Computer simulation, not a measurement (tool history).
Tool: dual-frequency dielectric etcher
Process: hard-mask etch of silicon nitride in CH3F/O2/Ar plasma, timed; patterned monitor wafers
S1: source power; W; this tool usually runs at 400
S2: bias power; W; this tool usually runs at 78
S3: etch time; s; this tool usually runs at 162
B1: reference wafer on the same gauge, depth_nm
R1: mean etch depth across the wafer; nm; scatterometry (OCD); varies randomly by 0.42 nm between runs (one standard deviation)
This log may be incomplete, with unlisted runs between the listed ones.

Run 1, hour 0: usual settings; B1 117.1. Result: R1 109.9 nm.
Run 2, hour 40.4: usual settings; B1 117.2. Result: R1 110.6 nm.
Run 3, hour 109.5: usual settings; B1 117. Result: R1 110.5 nm.
Run 4, hour 155.7: usual settings; B1 116.9. Result: R1 110.2 nm.
At hour 214.5: upper electrode replaced.
Run 5, hour 219.5: usual settings; B1 117. Result: R1 111.9 nm.
At hour 261.8: wet clean of the chamber.
Run 6, hour 275.6: usual settings; B1 116.9. Result: R1 108.6 nm.
Run 7, hour 307.2: usual settings; B1 117. Result: R1 109 nm.
Run 8, hour 344.3: usual settings; B1 117. Result: R1 109.1 nm.
Run 9, hour 409.4: usual settings; B1 116.9. Result: R1 109.4 nm.
Run 10, hour 446.5: usual settings; B1 117. Result: R1 110.2 nm.
At hour 464.1: source power generator calibrated.
Run 11, hour 472.8: usual settings but S1 330 W, S3 195.5 s; B1 117.2. Result: R1 125.5 nm.
Run 12, hour 512.4: usual settings but S1 340 W; B1 117.2. Result: R1 105.1 nm.
Run 13, hour 544.9: usual settings but S1 310 W, S2 95 W, S3 145.5 s; B1 117.1. Result: R1 101.2 nm.
Run 14, hour 598.9: usual settings but S2 92 W; B1 116.8. Result: R1 119.5 nm.
At hour 629.2: bias power generator calibrated.
Run 15, hour 632.5: usual settings but S1 490 W, S2 92 W, S3 175.5 s; B1 116.8. Result: R1 139 nm.
Run 16, hour 673.3: usual settings but S3 176.5 s; B1 117.3. Result: R1 120.8 nm.
Run 17, hour 741.6: usual settings but S1 350 W, S3 114 s; B1 117. Result: R1 74.9 nm.
Run 18, hour 786: usual settings but S1 360 W, S2 58 W; B1 117.1. Result: R1 93.1 nm.
At hour 814.3: gauge calibrated.
Run 19, hour 817.6: usual settings but S1 470 W; B1 116.8. Result: R1 116.4 nm.
Run 20, hour 858.2: usual settings but S2 84 W, S3 114.5 s; B1 117.3. Result: R1 81.7 nm.
Run 21, hour 930.1: usual settings but S3 127 s; B1 117.1. Result: R1 88.2 nm.
At hour 956.9: wet clean of the chamber.
Run 22, hour 989.7: usual settings; B1 116.9. Result: R1 110 nm.
Run 23, hour 1049.8: usual settings but S1 330 W; B1 116.9. Result: R1 103.6 nm.
Run 24, hour 1120.7: usual settings but S1 350 W, S2 87 W; B1 116.8. Result: R1 112.5 nm.
Run 25, hour 1182.2: usual settings; B1 116.9. Result: R1 111 nm.
Run 26, hour 1231.7: usual settings but S1 450 W, S2 97 W, S3 147 s; B1 117.3. Result: R1 115.9 nm.
Run 27, hour 1293.2: usual settings; B1 116.9. Result: R1 111.8 nm.
Run 28, hour 1333.1: usual settings but S2 89 W; B1 117. Result: R1 119.2 nm.
Run 29, hour 1396.5: usual settings but S1 360 W, S2 69 W; B1 117. Result: R1 102.5 nm.
Run 30, hour 1426.8: usual settings but S1 340 W, S2 59 W, S3 114.5 s; B1 116.9. Result: R1 65.2 nm.

4 options for the next run, each taken on its own from the tool as it stands now. Forecast them:
Run A, hour 1427.3: usual settings but S3 198 s; B1 ?. Result: R1 ?.
Run B, hour 1427.3: usual settings but S1 450 W, S3 192.5 s; B1 ?. Result: R1 ?.
Run C, hour 1427.3: usual settings but S1 360 W, S2 95 W, S3 132 s; B1 ?. Result: R1 ?.
Run D, hour 1427.3: usual settings but S3 133 s; B1 ?. Result: R1 ?.

run   B1     R1
  A  117  135.7
  B  117  136.6
  C  117   96.6
  D  117   91.1
What these runs would have given with no unlogged condition in the tool:
run     R1
  A  131.7
  B  132.6
  C   93.8
  D   88.5

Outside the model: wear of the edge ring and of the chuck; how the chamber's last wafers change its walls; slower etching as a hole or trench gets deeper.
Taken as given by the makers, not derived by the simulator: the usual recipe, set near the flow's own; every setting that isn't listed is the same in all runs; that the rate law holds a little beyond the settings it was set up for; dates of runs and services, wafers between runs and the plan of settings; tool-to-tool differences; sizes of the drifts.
